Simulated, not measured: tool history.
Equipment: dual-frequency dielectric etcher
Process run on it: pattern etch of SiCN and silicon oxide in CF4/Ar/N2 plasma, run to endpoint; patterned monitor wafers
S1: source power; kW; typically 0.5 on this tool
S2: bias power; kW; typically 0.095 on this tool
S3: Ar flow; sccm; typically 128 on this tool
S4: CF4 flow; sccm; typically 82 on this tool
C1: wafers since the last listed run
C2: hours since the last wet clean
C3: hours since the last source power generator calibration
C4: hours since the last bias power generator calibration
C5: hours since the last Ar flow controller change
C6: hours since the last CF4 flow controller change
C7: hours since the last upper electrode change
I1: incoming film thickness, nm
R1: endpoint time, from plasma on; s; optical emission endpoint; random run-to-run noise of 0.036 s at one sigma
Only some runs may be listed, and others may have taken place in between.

run    hour    S1     S2   S3  S4    C1     C2      C3      C4      C5      C6      C7     I1    R1
  1       0   0.5  0.095  128  82     0  115.6  2415.5  1319.1  2971.1  5186.2  1915.7  11.65  12.3
  2    69.6   0.5  0.095  128  82   766  185.2  2485.1  1388.7  3040.7  5255.8  1985.3  11.57  12.3
  3   103.6   0.5  0.095  128  82   374  219.2  2519.1  1422.7  3074.7  5289.8  2019.3  11.59  12.3
  4   168.3   0.5  0.095  128  82   712  283.9  2583.8  1487.4  3139.4  5354.5    2084  11.66  12.4
  5   350.4   0.5  0.095  128  82  2006    466  2765.9  1669.5  3321.5  5536.6  2266.1  11.65  12.5
  6   392.2   0.5  0.095  128  82   460  507.8  2807.7  1711.3  3363.3  5578.4  2307.9  11.57  12.5
      425.2  -- wet clean of the chamber
  7   462.2   0.5  0.095  128  82   506     37  2877.7  1781.3  3433.3  5648.4  2377.9   11.5  12.2
  8     504   0.5  0.095  128  82   460   78.8  2919.5  1823.1  3475.1  5690.2  2419.7  11.52  12.2
        548  -- CF4 flow controller replaced
  9   565.9   0.5  0.095  128  82   615  140.7  2981.4    1885    3537    17.9  2481.6  11.61  12.4
 10   609.6   0.5  0.095  128  82   481  184.4  3025.1  1928.7  3580.7    61.6  2525.3  11.62  12.4
 11     664  0.58  0.095  128  82   599  238.8  3079.5  1983.1  3635.1     116  2579.7  11.68  11.5
      700.5  -- Ar flow controller replaced
      730.8  -- source power generator calibrated
 12   731.7  0.55  0.083  117  90   635  306.5     0.9  2050.8    31.2   183.7  2647.4  11.69  11.6
 13   782.5  0.62  0.083  109  73   559  357.3    51.7  2101.6      82   234.5  2698.2  11.61  10.9
      812.3  -- bias power generator calibrated
 14   816.8  0.42  0.077  156  65   333  391.6      86     4.5   116.3   268.8  2732.5  11.52  15.1
      844.3  -- upper electrode replaced
 15   857.1   0.5  0.095  128  82   179  431.9   126.3    44.8   156.6   309.1    12.8  11.54    12
 16   899.5  0.46  0.087  128  88   467  474.3   168.7    87.2     199   351.5    55.2  11.67  12.9
 17   928.3  0.58  0.095  151  99   317  503.1   197.5     116   227.8   380.3      84  11.63  11.1
 18   996.1   0.5  0.095  128  82   746  570.9   265.3   183.8   295.6   448.1   151.8  11.73  12.2
 19  1024.8  0.56  0.072  128  82   316  599.6     294   212.5   324.3   476.8   180.5  11.58  12.2
     1090.4  -- wet clean of the chamber
 20  1090.9   0.5  0.095  128  82   463    0.5   360.1   278.6   390.4   542.9   246.6  11.57  11.9
 21  1146.5   0.5  0.114  128  62   612   56.1   415.7   334.2     446   598.5   302.2  11.77    12
 22  1178.9   0.5  0.095  128  82   356   88.5   448.1   366.6   478.4   630.9   334.6   11.6  11.9

Forecast each of these 4 alternatives for the next run:
  A  1179.3  0.62  0.095  128  82   4  88.9  448.5  367  478.8  631.3  335  11.51   ?
  B  1179.3   0.5  0.105  128  82   4  88.9  448.5  367  478.8  631.3  335  11.51   ?
  C  1179.3  0.42  0.095  154  82   4  88.9  448.5  367  478.8  631.3  335  11.51   ?
  D  1179.3  0.56  0.071  106  82   4  88.9  448.5  367  478.8  631.3  335  11.51   ?

run    R1
  A  10.4
  B  11.4
  C  13.3
  D  11.5
Stripped of hidden state, with their random variation kept, the same runs would have yielded:
run    R1
  A  10.4
  B  11.4
  C  13.3
  D  11.5

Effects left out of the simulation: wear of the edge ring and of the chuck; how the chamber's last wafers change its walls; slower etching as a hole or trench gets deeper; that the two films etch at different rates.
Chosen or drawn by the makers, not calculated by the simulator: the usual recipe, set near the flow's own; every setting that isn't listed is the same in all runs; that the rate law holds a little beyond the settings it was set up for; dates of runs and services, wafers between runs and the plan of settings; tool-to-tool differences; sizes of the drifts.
